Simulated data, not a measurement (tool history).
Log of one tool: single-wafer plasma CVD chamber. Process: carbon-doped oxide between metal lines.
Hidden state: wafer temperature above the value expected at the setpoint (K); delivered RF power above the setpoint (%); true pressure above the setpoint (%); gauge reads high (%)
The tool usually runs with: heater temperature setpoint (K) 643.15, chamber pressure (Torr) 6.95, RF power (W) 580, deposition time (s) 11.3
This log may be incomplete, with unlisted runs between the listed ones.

| run | hour | heater temperature setpoint (K) | chamber pressure (Torr) | RF power (W) | deposition time (s) | wafers since the last listed run | hours since the last thermocouple change | hours since the last RF generator calibration | hours since the last manometer calibration | hours since the showerhead was replaced | hours since the gauge calibration | read-back reference wafer on the same gauge, thickness_nm | mean film thickness on the monitor wafer (nm) |
|---|---|---|---|---|---|---|---|---|---|---|---|---|---|
| 1 | 0 | 643.15 | 6.95 | 580 | 13 | 0 | 2189.8 | 1627.2 | 1635.3 | 2237.8 | 1239.8 | 77.256 | 73.894 |
| 2 | 60.1 | 643.15 | 6.95 | 580 | 13 | 2211 | 2249.9 | 1687.3 | 1695.4 | 2297.9 | 1299.9 | 77.444 | 73.546 |
|  | 96.1 | RF generator calibrated |
| 3 | 96.6 | 643.15 | 6.95 | 580 | 11.3 | 1048 | 2286.4 | 0.5 | 1731.9 | 2334.4 | 1336.4 | 77.365 | 68.406 |
| 4 | 148.9 | 643.15 | 6.95 | 580 | 11.3 | 1924 | 2338.7 | 52.8 | 1784.2 | 2386.7 | 1388.7 | 77.144 | 68.715 |
| 5 | 193.1 | 643.15 | 6.95 | 580 | 11.3 | 1626 | 2382.9 | 97 | 1828.4 | 2430.9 | 1432.9 | 77.376 | 68.654 |
| 6 | 238.6 | 643.15 | 6.95 | 580 | 11.3 | 1674 | 2428.4 | 142.5 | 1873.9 | 2476.4 | 1478.4 | 77.403 | 69.14 |
|  | 289.6 | capacitance manometer re-zeroed and calibrated |
| 7 | 290.1 | 643.15 | 6.95 | 580 | 10 | 1600 | 2479.9 | 194 | 0.5 | 2527.9 | 1529.9 | 77.143 | 60.066 |
| 8 | 322.8 | 652.15 | 6.95 | 580 | 11.3 | 1203 | 2512.6 | 226.7 | 33.2 | 2560.6 | 1562.6 | 77.245 | 66.698 |
|  | 329.6 | gauge calibrated |
| 9 | 385.1 | 656.15 | 5.85 | 475 | 12.6 | 2292 | 2574.9 | 289 | 95.5 | 2622.9 | 55.5 | 77.157 | 62.577 |
| 10 | 451.5 | 643.15 | 6.95 | 620 | 11.3 | 2442 | 2641.3 | 355.4 | 161.9 | 2689.3 | 121.9 | 77.259 | 72.223 |
|  | 502.6 | thermocouple changed; heater temperature recalibrated |
| 11 | 659.4 | 643.15 | 6.95 | 580 | 11.3 | 7354 | 156.8 | 563.3 | 369.8 | 2897.2 | 329.8 | 77.243 | 67.787 |
| 12 | 748 | 638.15 | 6.41 | 510 | 11.3 | 3259 | 245.4 | 651.9 | 458.4 | 2985.8 | 418.4 | 77.154 | 62.69 |
| 13 | 810.5 | 636.15 | 7.62 | 645 | 10.6 | 2299 | 307.9 | 714.4 | 520.9 | 3048.3 | 480.9 | 77.476 | 70.808 |
| 14 | 855.7 | 643.15 | 6.95 | 580 | 11.3 | 1662 | 353.1 | 759.6 | 566.1 | 3093.5 | 526.1 | 77.215 | 67.964 |
| 15 | 886.3 | 655.15 | 6.95 | 580 | 9.8 | 1125 | 383.7 | 790.2 | 596.7 | 3124.1 | 556.7 | 77.177 | 57.011 |
|  | 906.7 | showerhead replaced |
| 16 | 936.9 | 643.15 | 6.95 | 510 | 9.1 | 1567 | 434.3 | 840.8 | 647.3 | 30.2 | 607.3 | 77.393 | 50.074 |
| 17 | 993.5 | 651.15 | 6.95 | 580 | 11.3 | 2082 | 490.9 | 897.4 | 703.9 | 86.8 | 663.9 | 77.342 | 65.314 |
| 18 | 1063.3 | 628.15 | 6.95 | 580 | 11.3 | 2568 | 560.7 | 967.2 | 773.7 | 156.6 | 733.7 | 77.359 | 70.668 |
| 19 | 1116.9 | 643.15 | 6.95 | 580 | 11.3 | 1972 | 614.3 | 1020.8 | 827.3 | 210.2 | 787.3 | 77.35 | 67.235 |
| 20 | 1174.4 | 631.15 | 5.23 | 580 | 13.3 | 2115 | 671.8 | 1078.3 | 884.8 | 267.7 | 844.8 | 77.335 | 79.207 |
| 21 | 1220.8 | 643.15 | 6.95 | 580 | 11.3 | 1707 | 718.2 | 1124.7 | 931.2 | 314.1 | 891.2 | 77.403 | 67.019 |
| 22 | 1259.1 | 643.15 | 6.95 | 580 | 11.3 | 1409 | 756.5 | 1163 | 969.5 | 352.4 | 929.5 | 77.364 | 66.416 |
| 23 | 1320.2 | 643.15 | 6.95 | 695 | 12.4 | 2247 | 817.6 | 1224.1 | 1030.6 | 413.5 | 990.6 | 77.367 | 82.583 |
| 24 | 1367.8 | 655.15 | 6.95 | 505 | 12.8 | 1751 | 865.2 | 1271.7 | 1078.2 | 461.1 | 1038.2 | 77.576 | 65.761 |
| 25 | 1423.7 | 643.15 | 6.95 | 515 | 12.2 | 2056 | 921.1 | 1327.6 | 1134.1 | 517 | 1094.1 | 77.278 | 64.875 |
| 26 | 1462.9 | 643.15 | 6.95 | 580 | 11.3 | 1442 | 960.3 | 1366.8 | 1173.3 | 556.2 | 1133.3 | 77.034 | 65.908 |
| 27 | 1551.8 | 628.15 | 8.42 | 650 | 12.1 | 3270 | 1049.2 | 1455.7 | 1262.2 | 645.1 | 1222.2 | 77.331 | 80.098 |
| 28 | 1580.8 | 643.15 | 6.95 | 520 | 11.3 | 1066 | 1078.2 | 1484.7 | 1291.2 | 674.1 | 1251.2 | 77.237 | 60.501 |

Each row is a separate what-if for the run after 28, all from the same tool condition, not one after another. Results?
| A | 1581.2 | 643.15 | 6.95 | 580 | 11.3 | 14 | 1078.6 | 1485.1 | 1291.6 | 674.5 | 1251.6 | ? | ? |
| B | 1581.2 | 654.15 | 5.75 | 540 | 10.3 | 14 | 1078.6 | 1485.1 | 1291.6 | 674.5 | 1251.6 | ? | ? |
| C | 1581.2 | 647.15 | 6.46 | 645 | 10.4 | 14 | 1078.6 | 1485.1 | 1291.6 | 674.5 | 1251.6 | ? | ? |
| D | 1581.2 | 628.15 | 6.95 | 625 | 11.3 | 14 | 1078.6 | 1485.1 | 1291.6 | 674.5 | 1251.6 | ? | ? |

| run | read-back reference wafer on the same gauge, thickness_nm | mean film thickness on the monitor wafer (nm) |
|---|---|---|
| A | 77.216 | 64.998 |
| B | 77.216 | 54.02 |
| C | 77.216 | 63.456 |
| D | 77.216 | 71.444 |
The same runs, with their run-to-run variation unchanged, on a tool lacking any hidden condition would have given:
| run | mean film thickness on the monitor wafer (nm) |
|---|---|
| A | 68.562 |
| B | 57.046 |
| C | 66.895 |
| D | 75.319 |
